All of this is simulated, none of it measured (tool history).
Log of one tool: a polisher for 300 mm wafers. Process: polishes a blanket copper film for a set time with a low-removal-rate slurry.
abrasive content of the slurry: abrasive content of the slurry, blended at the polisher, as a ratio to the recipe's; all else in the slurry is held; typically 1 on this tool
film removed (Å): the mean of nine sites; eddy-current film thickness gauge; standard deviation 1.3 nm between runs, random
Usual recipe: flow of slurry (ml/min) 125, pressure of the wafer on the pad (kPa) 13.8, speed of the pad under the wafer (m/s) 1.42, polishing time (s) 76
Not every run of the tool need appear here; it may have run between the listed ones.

run     day  flow of slurry (ml/min)  pressure of the wafer on the pad (kPa)  speed of the pad under the wafer (m/s)  abrasive content of the slurry  polishing time (s)  incoming thickness of the incoming film, nm  film removed (Å)
  1       0                      125                                    13.8                                    1.24                               1                  76                                       1025.2              1520
  2   3.667                      125                                    13.8                                    1.42                               1                  76                                       1045.7              1716
  3   7.292                      125                                    13.8                                     1.3                               1                  76                                       1048.5              1554
      8.812  -- head pressure recalibrated
      9.425  -- slurry nozzle cleaned
  4   9.971                      125                                    13.8                                     1.3                               1                  76                                       1036.4              1695
  5  12.838                      125                                    13.8                                    1.42                               1                  68                                       1035.8              1603
  6  15.338                      125                                    13.8                                    1.42                               1                  68                                       1026.6              1544
     17.542  -- worn pad replaced by a new one
  7  18.362                      125                                    13.8                                    1.42                               1                  76                                       1026.7              1809
     19.546  -- slurry blender recalibrated
  8  20.488                      125                                    13.8                                    1.42                            0.85                  95                                       1030.4              2203
  9  22.638                      125                                    13.8                                    1.42                               1                  76                                       1036.4              1765
 10   25.95                      125                                    13.8                                    1.42                            0.85                  90                                       1031.3              2034
 11  29.767                      125                                    17.9                                    1.42                             1.1                  76                                       1018.7              2286
 12  32.012                      125                                    13.8                                    1.42                            1.15                  76                                       1025.7              1757
     33.967  -- slurry nozzle cleaned
 13  34.538                      125                                    13.8                                    1.42                               1                  62                                       1042.1              1482
 14  39.196                      110                                    13.8                                    1.42                               1                  76                                       1017.1              1666
 15  42.729                      135                                     9.7                                    1.42                               1                  76                                       1011.1              1202
 16  44.762                      125                                      11                                    1.42                               1                  76                                       1047.1              1292
     46.225  -- worn pad replaced by a new one
 17  46.908                      150                                    11.7                                    1.42                               1                  76                                       1026.6              1600
 18  50.208                       95                                       9                                    1.42                               1                  76                                       1034.7              1061
     51.038  -- slurry blender recalibrated
     51.483  -- head pressure recalibrated
 19  55.746                      125                                    13.8                                    1.42                            0.75                  76                                       1031.2              1674
 20  57.333                      125                                    13.8                                    1.42                             0.8                  76                                       1030.4              1706
 21  59.838                      125                                    15.9                                    0.96                             1.1                  76                                       1031.5              1396
     60.554  -- slurry nozzle cleaned
 22  63.583                      150                                    13.8                                    1.84                            0.85                  76                                       1035.9              2387
 23  65.233                      125                                    13.8                                    1.42                               1                  76                                       1006.7              1799
 24  68.917                      125                                    13.8                                    1.42                               1                  76                                       1026.6              1706
     72.704  -- worn pad replaced by a new one
 25  73.308                      155                                    13.8                                    1.54                               1                  76                                       1031.4              2039
     75.396  -- slurry blender recalibrated
 26  76.758                      125                                    13.8                                    1.42                               1                  76                                       1037.2              1760
 27  78.717                      125                                    10.3                                    1.42                               1                  76                                       1023.8              1314
     89.421  -- head pressure recalibrated
 28  89.442                       90                                    13.8                                    1.28                               1                  76                                         1033              1342
     90.388  -- slurry nozzle cleaned
 29   93.15                      125                                    13.8                                    1.42                               1                  76                                       1038.6              1767
 30  95.275                      125                                    13.8                                     1.8                               1                  76                                       1027.1              2195

Below, some changes in film removed (Å) between adjacent runs. For each, the amount present without the hidden state too (settings, incoming material, random variation) and the amount remaining for the hidden state with gauge scatter not shared by both compared results:
The tool's hidden condition here consists of: removal rate lost through wear of the pad, %; slurry flow missing at the pad, %; deviation of the head's pressure from its setpoint, %; abrasive missing from the slurry, %.
Run 3 -> 4: head pressure recalibrated, slurry nozzle cleaned. film removed (Å) +141: hidden state +139, all else +2.
Run 12 -> 13: abrasive content of the slurry 1.15 -> 1, polishing time (s) 76 -> 62, slurry nozzle cleaned. film removed (Å) -275: hidden state +135, all else -410.
Run 16 -> 17: flow of slurry (ml/min) 125 -> 150, pressure of the wafer on the pad (kPa) 11 -> 11.7, worn pad replaced by a new one. film removed (Å) +308: hidden state +128, all else +180.
Run 18 -> 19: flow of slurry (ml/min) 95 -> 125, pressure of the wafer on the pad (kPa) 9 -> 13.8, abrasive content of the slurry 1 -> 0.75, slurry blender recalibrated, head pressure recalibrated. film removed (Å) +613: hidden state -54, all else +667.
Run 21 -> 22: flow of slurry (ml/min) 125 -> 150, pressure of the wafer on the pad (kPa) 15.9 -> 13.8, speed of the pad under the wafer (m/s) 0.96 -> 1.84, abrasive content of the slurry 1.1 -> 0.85, slurry nozzle cleaned. film removed (Å) +991: hidden state +19, all else +972.
Run 22 -> 23: flow of slurry (ml/min) 150 -> 125, speed of the pad under the wafer (m/s) 1.84 -> 1.42, abrasive content of the slurry 0.85 -> 1. film removed (Å) -588: hidden state -5, all else -583.
